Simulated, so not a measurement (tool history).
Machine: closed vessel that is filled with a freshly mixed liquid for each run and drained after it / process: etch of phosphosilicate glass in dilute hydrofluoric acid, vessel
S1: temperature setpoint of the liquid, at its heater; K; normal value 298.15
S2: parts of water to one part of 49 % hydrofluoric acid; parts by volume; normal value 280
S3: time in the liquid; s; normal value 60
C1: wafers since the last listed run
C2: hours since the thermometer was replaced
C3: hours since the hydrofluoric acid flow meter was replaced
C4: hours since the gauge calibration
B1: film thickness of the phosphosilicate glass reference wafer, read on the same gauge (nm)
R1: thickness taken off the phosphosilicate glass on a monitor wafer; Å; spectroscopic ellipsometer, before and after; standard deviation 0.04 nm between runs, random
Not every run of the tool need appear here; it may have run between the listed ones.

| run | hour | S1 | S2 | S3 | C1 | C2 | C3 | C4 | B1 | R1 |
|---|---|---|---|---|---|---|---|---|---|---|
| 1 | 0 | 298.15 | 280 | 60 | 0 | 2388.4 | 746.9 | 17.9 | 150.01 | 192.5 |
| 2 | 17.5 | 298.15 | 280 | 60 | 1919 | 2405.9 | 764.4 | 35.4 | 150 | 191.5 |
| 3 | 35.4 | 298.15 | 280 | 60 | 1963 | 2423.8 | 782.3 | 53.3 | 150 | 191.6 |
| 4 | 51.6 | 298.15 | 280 | 60 | 1776 | 2440 | 798.5 | 69.5 | 150 | 191.2 |
| 5 | 66.7 | 298.15 | 235 | 60 | 1656 | 2455.1 | 813.6 | 84.6 | 150.01 | 239.7 |
| 6 | 79.7 | 298.15 | 175 | 60 | 1425 | 2468.1 | 826.6 | 97.6 | 150 | 346.4 |
|  | 81.1 | hydrofluoric acid flow meter replaced |
|  | 86.9 | thermometer replaced |
| 7 | 95.4 | 298.15 | 175 | 60 | 1502 | 8.5 | 14.3 | 113.3 | 150 | 359 |
| 8 | 104.6 | 298.15 | 280 | 60 | 1009 | 17.7 | 23.5 | 122.5 | 150.01 | 200.2 |
|  | 110.5 | gauge calibrated |
| 9 | 115.3 | 300.65 | 210 | 60 | 1173 | 28.4 | 34.2 | 4.8 | 149.98 | 313.8 |
| 10 | 130.6 | 302.15 | 160 | 40 | 1678 | 43.7 | 49.5 | 20.1 | 150.02 | 307.3 |
| 11 | 143.3 | 295.65 | 335 | 90 | 1393 | 56.4 | 62.2 | 32.8 | 150 | 216.7 |
| 12 | 160.9 | 298.15 | 280 | 60 | 1930 | 74 | 79.8 | 50.4 | 150.01 | 198.6 |
| 13 | 173.9 | 300.15 | 240 | 40 | 1425 | 87 | 92.8 | 63.4 | 150.01 | 172.9 |
| 14 | 183.6 | 298.15 | 225 | 60 | 1063 | 96.7 | 102.5 | 73.1 | 149.99 | 261.8 |

Consider 5 possible next runs. They are alternatives, not a sequence: every one starts from the tool as it was left by run 14. What does each give?
| A | 184.3 | 301.65 | 280 | 60 | 76 | 97.4 | 103.2 | 73.8 | ? | ? |
| B | 184.3 | 295.15 | 170 | 40 | 76 | 97.4 | 103.2 | 73.8 | ? | ? |
| C | 184.3 | 293.15 | 280 | 40 | 76 | 97.4 | 103.2 | 73.8 | ? | ? |
| D | 184.3 | 299.65 | 215 | 35 | 76 | 97.4 | 103.2 | 73.8 | ? | ? |
| E | 184.3 | 298.15 | 280 | 90 | 76 | 97.4 | 103.2 | 73.8 | ? | ? |

| run | B1 | R1 |
|---|---|---|
| A | 150.03 | 222.6 |
| B | 150.03 | 218.8 |
| C | 150.03 | 110.4 |
| D | 150.03 | 169.9 |
| E | 150.03 | 296.7 |
The same runs, with their run-to-run variation unchanged, on a tool lacking any hidden condition would have given:
| run | R1 |
|---|---|
| A | 227.1 |
| B | 222.3 |
| C | 112.4 |
| D | 173 |
| E | 302.4 |
